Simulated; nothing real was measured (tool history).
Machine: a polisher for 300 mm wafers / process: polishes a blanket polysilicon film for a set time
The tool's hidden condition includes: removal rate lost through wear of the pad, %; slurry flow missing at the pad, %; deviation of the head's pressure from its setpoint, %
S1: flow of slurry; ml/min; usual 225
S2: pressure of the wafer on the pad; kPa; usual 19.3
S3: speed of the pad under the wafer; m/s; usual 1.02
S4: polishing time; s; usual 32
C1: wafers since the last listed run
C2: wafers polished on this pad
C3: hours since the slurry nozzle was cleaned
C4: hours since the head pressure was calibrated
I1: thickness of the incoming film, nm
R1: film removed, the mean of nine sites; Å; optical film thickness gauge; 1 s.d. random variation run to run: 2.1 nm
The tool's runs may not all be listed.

run,hour,S1,S2,S3,S4,C1,C2,C3,C4,I1,R1
1,0,175,21.4,1.02,32,0,152,233.7,121.4,1039.1,2874
2,7,175,21.4,1.02,32,93,245,240.7,128.4,1074.3,2870
3,18.8,175,21.4,1.02,32,157,403,252.5,140.2,1061.7,2845
4,31.3,270,19.3,1.02,26,166,569,265,152.7,1072.7,2233
5,37.5,270,19.3,1.02,26,82,652,271.2,158.9,1042.2,2216
6,56.5,270,19.3,1.02,26,253,905,290.2,177.9,1041.3,2198
7,65.7,225,19.3,1.02,32,122,1027,299.4,187.1,1070.6,2643
8,72.8,225,19.3,1.02,32,94,1122,306.5,194.2,1054.4,2690
# hour 82.7: worn pad replaced by a new one
9,83.2,225,19.3,1.02,32,85,6,316.9,204.6,1057.2,2622
# hour 106.3: slurry nozzle cleaned
10,130.1,225,19.3,1.02,32,611,617,23.8,251.5,1049.9,2756
11,137.2,225,19.3,1.02,32,94,712,30.9,258.6,1054.8,2750
12,148.8,225,19.3,0.7,32,154,867,42.5,270.2,1079,1880
13,157.7,225,19.3,1.24,32,118,985,51.4,279.1,1063.5,3296
14,171.1,225,19.3,0.66,32,178,1164,64.8,292.5,1060.2,1756
# hour 175.4: worn pad replaced by a new one
15,181,195,23.4,1.02,32,78,74,74.7,302.4,1043.3,3270
# hour 193: head pressure recalibrated
16,195.1,285,13.1,1.02,32,161,236,88.8,2.1,1050.6,1906
17,215.9,225,19.3,0.78,24,277,513,109.6,22.9,1058.9,1560
18,222.4,225,19.3,1.02,42,86,599,116.1,29.4,1065.3,3549
19,235.1,175,21.4,1.02,32,169,768,128.8,42.1,1049.3,2941
20,252,225,19.3,1.02,32,225,993,145.7,59,1041.4,2720
21,265,165,22.8,1.3,25,173,1167,158.7,72,1040.9,3085
22,274.1,155,25.5,1.02,32,121,1288,167.8,81.1,1047.9,3367

Below are 5 alternative next runs, each starting from the tool's condition after run 22. Predict each:
A,274.5,225,14.5,1.02,32,5,1293,168.2,81.5,1055.9,?
B,274.5,180,24.8,1.38,32,5,1293,168.2,81.5,1055.9,?
C,274.5,225,15.9,1.02,32,5,1293,168.2,81.5,1055.9,?
D,274.5,185,19.3,0.84,40,5,1293,168.2,81.5,1055.9,?
E,274.5,170,22.1,1.36,41,5,1293,168.2,81.5,1055.9,?

run,R1
A,2022
B,4566
C,2214
D,2712
E,5088
The same runs, with their run-to-run variation unchanged, on a tool lacking any hidden condition would have given:
run,R1
A,2065
B,4682
C,2262
D,2779
E,5223
